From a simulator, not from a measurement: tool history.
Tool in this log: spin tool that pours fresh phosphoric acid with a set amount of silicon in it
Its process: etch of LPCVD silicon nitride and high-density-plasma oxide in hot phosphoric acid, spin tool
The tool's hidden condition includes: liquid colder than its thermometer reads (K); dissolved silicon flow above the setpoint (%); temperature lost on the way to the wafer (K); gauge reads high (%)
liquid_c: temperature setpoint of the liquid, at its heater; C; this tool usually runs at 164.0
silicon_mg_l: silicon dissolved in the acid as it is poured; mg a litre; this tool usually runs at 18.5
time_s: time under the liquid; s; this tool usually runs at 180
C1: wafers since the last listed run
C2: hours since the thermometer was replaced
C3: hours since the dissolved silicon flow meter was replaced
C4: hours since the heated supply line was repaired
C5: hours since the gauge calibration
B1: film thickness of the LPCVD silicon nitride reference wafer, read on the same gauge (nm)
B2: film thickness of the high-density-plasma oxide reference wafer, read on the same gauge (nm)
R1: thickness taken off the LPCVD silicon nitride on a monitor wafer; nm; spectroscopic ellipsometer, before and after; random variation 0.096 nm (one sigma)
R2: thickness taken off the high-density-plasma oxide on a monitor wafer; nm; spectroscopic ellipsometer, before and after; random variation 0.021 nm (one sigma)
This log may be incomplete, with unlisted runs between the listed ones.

run 1 hour=0.0 | liquid_c=161.5 silicon_mg_l=13.5 time_s=180 | C1=0 C2=439.0 C3=142.0 C4=417.2 C5=1013.3 | B1=41.52 B2=134.902 | R1=14.17 R2=0.280
run 2 hour=55.4 | liquid_c=164.0 silicon_mg_l=23.0 time_s=180 | C1=238 C2=494.4 C3=197.4 C4=472.6 C5=1068.7 | B1=41.60 B2=135.201 | R1=15.59 R2=0.261
run 3 hour=79.6 | liquid_c=164.0 silicon_mg_l=18.5 time_s=260 | C1=104 C2=518.6 C3=221.6 C4=496.8 C5=1092.9 | B1=41.63 B2=135.329 | R1=22.45 R2=0.450
-- hour=247.7 gauge calibrated
run 4 hour=250.9 | liquid_c=164.0 silicon_mg_l=18.5 time_s=180 | C1=738 C2=689.9 C3=392.9 C4=668.1 C5=3.2 | B1=40.07 B2=130.194 | R1=15.07 R2=0.301
run 5 hour=297.7 | liquid_c=162.0 silicon_mg_l=6.0 time_s=215 | C1=201 C2=736.7 C3=439.7 C4=714.9 C5=50.0 | B1=40.12 B2=130.441 | R1=16.75 R2=0.442
run 6 hour=338.3 | liquid_c=164.0 silicon_mg_l=18.5 time_s=180 | C1=174 C2=777.3 C3=480.3 C4=755.5 C5=90.6 | B1=40.19 B2=130.652 | R1=15.16 R2=0.308
run 7 hour=391.8 | liquid_c=164.0 silicon_mg_l=18.5 time_s=180 | C1=230 C2=830.8 C3=533.8 C4=809.0 C5=144.1 | B1=40.28 B2=130.912 | R1=15.08 R2=0.282
run 8 hour=443.9 | liquid_c=165.5 silicon_mg_l=18.5 time_s=280 | C1=224 C2=882.9 C3=585.9 C4=861.1 C5=196.2 | B1=40.36 B2=131.191 | R1=24.78 R2=0.519
-- hour=460.4 thermometer replaced
run 9 hour=484.3 | liquid_c=164.0 silicon_mg_l=18.5 time_s=285 | C1=169 C2=23.9 C3=626.3 C4=901.5 C5=236.6 | B1=40.38 B2=131.409 | R1=24.17 R2=0.424
run 10 hour=522.6 | liquid_c=165.0 silicon_mg_l=23.5 time_s=140 | C1=165 C2=62.2 C3=664.6 C4=939.8 C5=274.9 | B1=40.48 B2=131.616 | R1=12.17 R2=0.237
run 11 hour=548.5 | liquid_c=166.5 silicon_mg_l=23.0 time_s=105 | C1=111 C2=88.1 C3=690.5 C4=965.7 C5=300.8 | B1=40.51 B2=131.751 | R1=9.73 R2=0.182
run 12 hour=588.3 | liquid_c=164.0 silicon_mg_l=18.5 time_s=180 | C1=171 C2=127.9 C3=730.3 C4=1005.5 C5=340.6 | B1=40.58 B2=131.951 | R1=15.30 R2=0.273
run 13 hour=644.6 | liquid_c=164.0 silicon_mg_l=23.0 time_s=110 | C1=242 C2=184.2 C3=786.6 C4=1061.8 C5=396.9 | B1=40.69 B2=132.236 | R1=9.27 R2=0.161
run 14 hour=711.9 | liquid_c=164.0 silicon_mg_l=14.5 time_s=85 | C1=289 C2=251.5 C3=853.9 C4=1129.1 C5=464.2 | B1=40.81 B2=132.600 | R1=7.19 R2=0.175
run 15 hour=736.6 | liquid_c=164.0 silicon_mg_l=18.5 time_s=180 | C1=106 C2=276.2 C3=878.6 C4=1153.8 C5=488.9 | B1=40.82 B2=132.738 | R1=15.39 R2=0.336
run 16 hour=803.9 | liquid_c=164.0 silicon_mg_l=18.5 time_s=180 | C1=289 C2=343.5 C3=945.9 C4=1221.1 C5=556.2 | B1=40.95 B2=133.052 | R1=15.37 R2=0.329
run 17 hour=847.7 | liquid_c=164.0 silicon_mg_l=25.5 time_s=180 | C1=188 C2=387.3 C3=989.7 C4=1264.9 C5=600.0 | B1=41.02 B2=133.308 | R1=15.29 R2=0.230
run 18 hour=917.2 | liquid_c=166.0 silicon_mg_l=9.5 time_s=180 | C1=299 C2=456.8 C3=1059.2 C4=1334.4 C5=669.5 | B1=41.15 B2=133.645 | R1=16.41 R2=0.435
run 19 hour=951.9 | liquid_c=164.0 silicon_mg_l=11.0 time_s=180 | C1=149 C2=491.5 C3=1093.9 C4=1369.1 C5=704.2 | B1=41.18 B2=133.835 | R1=15.48 R2=0.405
run 20 hour=1018.6 | liquid_c=164.0 silicon_mg_l=18.5 time_s=180 | C1=287 C2=558.2 C3=1160.6 C4=1435.8 C5=770.9 | B1=41.27 B2=134.191 | R1=15.53 R2=0.270
run 21 hour=1045.1 | liquid_c=166.0 silicon_mg_l=26.0 time_s=280 | C1=114 C2=584.7 C3=1187.1 C4=1462.3 C5=797.4 | B1=41.29 B2=134.332 | R1=25.83 R2=0.430

What if the next run were any one of these 4? Each begins from the tool's condition after run 21:
run A hour=1045.6 | liquid_c=164.0 silicon_mg_l=18.5 time_s=180 | C1=2 C2=585.2 C3=1187.6 C4=1462.8 C5=797.9 | B1=? B2=? | R1=? R2=?
run B hour=1045.6 | liquid_c=161.0 silicon_mg_l=27.5 time_s=180 | C1=2 C2=585.2 C3=1187.6 C4=1462.8 C5=797.9 | B1=? B2=? | R1=? R2=?
run C hour=1045.6 | liquid_c=165.5 silicon_mg_l=12.0 time_s=245 | C1=2 C2=585.2 C3=1187.6 C4=1462.8 C5=797.9 | B1=? B2=? | R1=? R2=?
run D hour=1045.6 | liquid_c=166.0 silicon_mg_l=9.0 time_s=140 | C1=2 C2=585.2 C3=1187.6 C4=1462.8 C5=797.9 | B1=? B2=? | R1=? R2=?

run=A B1=41.37 B2=134.323 R1=15.57 R2=0.314
run=B B1=41.37 B2=134.323 R1=14.09 R2=0.190
run=C B1=41.37 B2=134.323 R1=22.26 R2=0.562
run=D B1=41.37 B2=134.323 R1=12.93 R2=0.356
Stripped of hidden state, with their random variation kept, the same runs would have yielded:
run=A R1=15.07 R2=0.304
run=B R1=13.64 R2=0.184
run=C R1=21.54 R2=0.544
run=D R1=12.51 R2=0.345
